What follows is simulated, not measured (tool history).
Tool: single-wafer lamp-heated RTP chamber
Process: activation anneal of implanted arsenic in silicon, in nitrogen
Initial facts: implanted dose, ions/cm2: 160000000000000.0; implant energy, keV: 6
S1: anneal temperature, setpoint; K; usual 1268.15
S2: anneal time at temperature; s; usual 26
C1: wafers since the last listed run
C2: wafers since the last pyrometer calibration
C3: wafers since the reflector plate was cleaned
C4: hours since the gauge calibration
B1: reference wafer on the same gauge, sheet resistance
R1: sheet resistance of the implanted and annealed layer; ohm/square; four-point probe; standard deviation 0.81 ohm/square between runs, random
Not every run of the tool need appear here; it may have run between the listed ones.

| run | hour | S1 | S2 | C1 | C2 | C3 | C4 | B1 | R1 |
|---|---|---|---|---|---|---|---|---|---|
| 1 | 0 | 1268.15 | 26 | 0 | 5198 | 5174 | 338.5 | 543.62 | 537.09 |
| 2 | 9.6 | 1282.15 | 20 | 91 | 5290 | 5266 | 348.1 | 544.03 | 535.36 |
| 3 | 17.6 | 1268.15 | 26 | 76 | 5366 | 5343 | 356.1 | 543.78 | 538 |
| 4 | 29.7 | 1268.15 | 26 | 115 | 5482 | 5458 | 368.2 | 543.83 | 538.06 |
| 5 | 37.8 | 1268.15 | 26 | 77 | 5559 | 5536 | 376.3 | 544.06 | 537.43 |
| 6 | 49.1 | 1268.15 | 22 | 107 | 5667 | 5644 | 387.6 | 544.23 | 539.96 |
| 7 | 56.1 | 1268.15 | 22 | 66 | 5734 | 5710 | 394.6 | 543.91 | 539.07 |
| 8 | 65.6 | 1268.15 | 22 | 90 | 5825 | 5801 | 404.1 | 544.04 | 539.02 |
| 9 | 83.2 | 1252.15 | 26 | 168 | 5993 | 5969 | 421.7 | 544.38 | 541.52 |
| 10 | 92.5 | 1252.15 | 26 | 88 | 6082 | 6058 | 431 | 544.02 | 542.71 |
| 11 | 110.5 | 1268.15 | 26 | 171 | 6254 | 6230 | 449 | 543.79 | 537.95 |
|  | 126.8 | reflector plate cleaned |
| 12 | 127.3 | 1282.15 | 26 | 84 | 6338 | 4 | 465.8 | 543.78 | 531.9 |
| 13 | 133.5 | 1278.15 | 14 | 59 | 6397 | 64 | 472 | 544.07 | 544.07 |
| 14 | 141.4 | 1278.15 | 14 | 75 | 6473 | 139 | 479.9 | 544.17 | 543.3 |
| 15 | 148.6 | 1268.15 | 26 | 68 | 6542 | 208 | 487.1 | 544.1 | 537.43 |
| 16 | 155.5 | 1253.15 | 39 | 65 | 6608 | 274 | 494 | 544.14 | 535.23 |
|  | 156.6 | gauge calibrated |
| 17 | 170.9 | 1268.15 | 26 | 147 | 6755 | 421 | 14.3 | 544.03 | 537.13 |
|  | 180.5 | pyrometer window cleaned and pyrometer calibrated |
| 18 | 181.9 | 1255.15 | 38 | 28 | 13 | 450 | 25.3 | 543.85 | 541.14 |
| 19 | 192.7 | 1251.15 | 33 | 103 | 116 | 553 | 36.1 | 543.79 | 544.47 |
| 20 | 202.5 | 1282.15 | 11 | 93 | 210 | 647 | 45.9 | 544.08 | 547.66 |
| 21 | 219.6 | 1283.15 | 16 | 163 | 373 | 810 | 63 | 544.04 | 541.37 |
| 22 | 230.4 | 1289.15 | 20 | 103 | 476 | 913 | 73.8 | 544.04 | 536.45 |
| 23 | 244.9 | 1268.15 | 26 | 138 | 615 | 1052 | 88.3 | 544.18 | 541.91 |
| 24 | 259 | 1246.15 | 19 | 134 | 750 | 1186 | 102.4 | 544.22 | 552 |
| 25 | 269.9 | 1244.15 | 33 | 104 | 854 | 1291 | 113.3 | 543.82 | 546.43 |
| 26 | 280.1 | 1243.15 | 40 | 97 | 951 | 1388 | 123.5 | 544.03 | 543.95 |
| 27 | 291.5 | 1296.15 | 26 | 108 | 1060 | 1497 | 134.9 | 543.83 | 527.06 |
| 28 | 301.8 | 1242.15 | 26 | 98 | 1159 | 1595 | 145.2 | 544.03 | 547.7 |
| 29 | 312.6 | 1268.15 | 26 | 103 | 1262 | 1699 | 156 | 544.23 | 540 |
| 30 | 318.8 | 1268.15 | 26 | 59 | 1321 | 1758 | 162.2 | 543.79 | 540.04 |
| 31 | 329.5 | 1268.15 | 26 | 102 | 1423 | 1860 | 172.9 | 544.02 | 538.77 |
| 32 | 338.5 | 1268.15 | 17 | 85 | 1509 | 1946 | 181.9 | 544.13 | 544.91 |
| 33 | 345.2 | 1268.15 | 37 | 64 | 1573 | 2010 | 188.6 | 543.94 | 532.32 |
| 34 | 363.1 | 1268.15 | 16 | 171 | 1744 | 2181 | 206.5 | 543.97 | 547.42 |
| 35 | 372.5 | 1238.15 | 26 | 89 | 1834 | 2271 | 215.9 | 543.91 | 548.23 |
| 36 | 384.1 | 1268.15 | 32 | 110 | 1945 | 2382 | 227.5 | 543.8 | 534.8 |

What was the tool's hidden state at every run in the log?
wafer temperature error from the tarnished reflector plate, K: 0 at every run
gauge reads high (%): 0 at every run
H1: true wafer temperature minus pyrometer reading, K
| run | H1 |
|---|---|
| 1 | 12.1 |
| 2 | 12.1 |
| 3 | 12.2 |
| 4 | 12.3 |
| 5 | 12.3 |
| 6 | 12.4 |
| 7 | 12.4 |
| 8 | 12.4 |
| 9 | 12.5 |
| 10 | 12.6 |
| 11 | 12.6 |
| 12 | 12.7 |
| 13 | 12.7 |
| 14 | 12.8 |
| 15 | 12.8 |
| 16 | 12.8 |
| 17 | 12.9 |
| 18 | 1.33 |
| 19 | 1.81 |
| 20 | 2.23 |
| 21 | 2.93 |
| 22 | 3.35 |
| 23 | 3.89 |
| 24 | 4.38 |
| 25 | 4.75 |
| 26 | 5.08 |
| 27 | 5.44 |
| 28 | 5.74 |
| 29 | 6.06 |
| 30 | 6.23 |
| 31 | 6.52 |
| 32 | 6.76 |
| 33 | 6.93 |
| 34 | 7.36 |
| 35 | 7.58 |
| 36 | 7.84 |
